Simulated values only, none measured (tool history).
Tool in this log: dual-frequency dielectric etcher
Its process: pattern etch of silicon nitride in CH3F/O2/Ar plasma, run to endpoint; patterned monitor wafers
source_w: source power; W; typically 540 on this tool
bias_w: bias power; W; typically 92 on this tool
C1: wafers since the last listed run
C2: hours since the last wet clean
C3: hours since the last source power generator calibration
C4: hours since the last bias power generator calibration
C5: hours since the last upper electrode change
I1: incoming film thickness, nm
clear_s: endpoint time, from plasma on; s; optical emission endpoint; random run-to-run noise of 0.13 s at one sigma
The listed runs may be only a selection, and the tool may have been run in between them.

run 1 hour=0 | source_w=540 bias_w=92 | C1=0 C2=167.9 C3=4839.9 C4=3206.7 C5=4096 | I1=29.71 | clear_s=37
run 2 hour=33.9 | source_w=540 bias_w=92 | C1=263 C2=201.8 C3=4873.8 C4=3240.6 C5=4129.9 | I1=29.59 | clear_s=37
run 3 hour=63.5 | source_w=540 bias_w=92 | C1=230 C2=231.4 C3=4903.4 C4=3270.2 C5=4159.5 | I1=29.66 | clear_s=37.2
run 4 hour=77.8 | source_w=540 bias_w=74 | C1=111 C2=245.7 C3=4917.7 C4=3284.5 C5=4173.8 | I1=29.44 | clear_s=40.5
run 5 hour=108.7 | source_w=540 bias_w=74 | C1=240 C2=276.6 C3=4948.6 C4=3315.4 C5=4204.7 | I1=29.62 | clear_s=40.8
run 6 hour=144.2 | source_w=540 bias_w=92 | C1=276 C2=312.1 C3=4984.1 C4=3350.9 C5=4240.2 | I1=29.19 | clear_s=36.7
run 7 hour=172.1 | source_w=540 bias_w=92 | C1=217 C2=340 C3=5012 C4=3378.8 C5=4268.1 | I1=29.53 | clear_s=37.5
-- hour=223.3 upper electrode replaced
run 8 hour=223.8 | source_w=540 bias_w=92 | C1=215 C2=391.7 C3=5063.7 C4=3430.5 C5=0.5 | I1=29.49 | clear_s=37.6
run 9 hour=238.8 | source_w=580 bias_w=108 | C1=116 C2=406.7 C3=5078.7 C4=3445.5 C5=15.5 | I1=29.51 | clear_s=34.6
-- hour=245.9 bias power generator calibrated
run 10 hour=252.3 | source_w=640 bias_w=92 | C1=73 C2=420.2 C3=5092.2 C4=6.4 C5=29 | I1=29.22 | clear_s=35.7
-- hour=279.4 source power generator calibrated
-- hour=284.2 wet clean of the chamber
run 11 hour=287.4 | source_w=470 bias_w=101 | C1=205 C2=3.2 C3=8 C4=41.5 C5=64.1 | I1=29.2 | clear_s=35.5
run 12 hour=318.2 | source_w=540 bias_w=92 | C1=239 C2=34 C3=38.8 C4=72.3 C5=94.9 | I1=29.5 | clear_s=36.1
run 13 hour=347.4 | source_w=650 bias_w=92 | C1=227 C2=63.2 C3=68 C4=101.5 C5=124.1 | I1=29.59 | clear_s=34.7
run 14 hour=364.8 | source_w=540 bias_w=81 | C1=135 C2=80.6 C3=85.4 C4=118.9 C5=141.5 | I1=29.34 | clear_s=37.9

Here are 5 independent what-if runs from the current tool condition. What would each one return?
run A hour=365.2 | source_w=540 bias_w=92 | C1=3 C2=81 C3=85.8 C4=119.3 C5=141.9 | I1=29.62 | clear_s=?
run B hour=365.2 | source_w=670 bias_w=78 | C1=3 C2=81 C3=85.8 C4=119.3 C5=141.9 | I1=29.62 | clear_s=?
run C hour=365.2 | source_w=670 bias_w=105 | C1=3 C2=81 C3=85.8 C4=119.3 C5=141.9 | I1=29.62 | clear_s=?
run D hour=365.2 | source_w=480 bias_w=72 | C1=3 C2=81 C3=85.8 C4=119.3 C5=141.9 | I1=29.62 | clear_s=?
run E hour=365.2 | source_w=480 bias_w=78 | C1=3 C2=81 C3=85.8 C4=119.3 C5=141.9 | I1=29.62 | clear_s=?

run=A clear_s=36.7
run=B clear_s=37.1
run=C clear_s=32.7
run=D clear_s=42
run=E clear_s=40.6
Stripped of hidden state, with their random variation kept, the same runs would have yielded:
run=A clear_s=36.3
run=B clear_s=36.7
run=C clear_s=32.4
run=D clear_s=41.6
run=E clear_s=40.2

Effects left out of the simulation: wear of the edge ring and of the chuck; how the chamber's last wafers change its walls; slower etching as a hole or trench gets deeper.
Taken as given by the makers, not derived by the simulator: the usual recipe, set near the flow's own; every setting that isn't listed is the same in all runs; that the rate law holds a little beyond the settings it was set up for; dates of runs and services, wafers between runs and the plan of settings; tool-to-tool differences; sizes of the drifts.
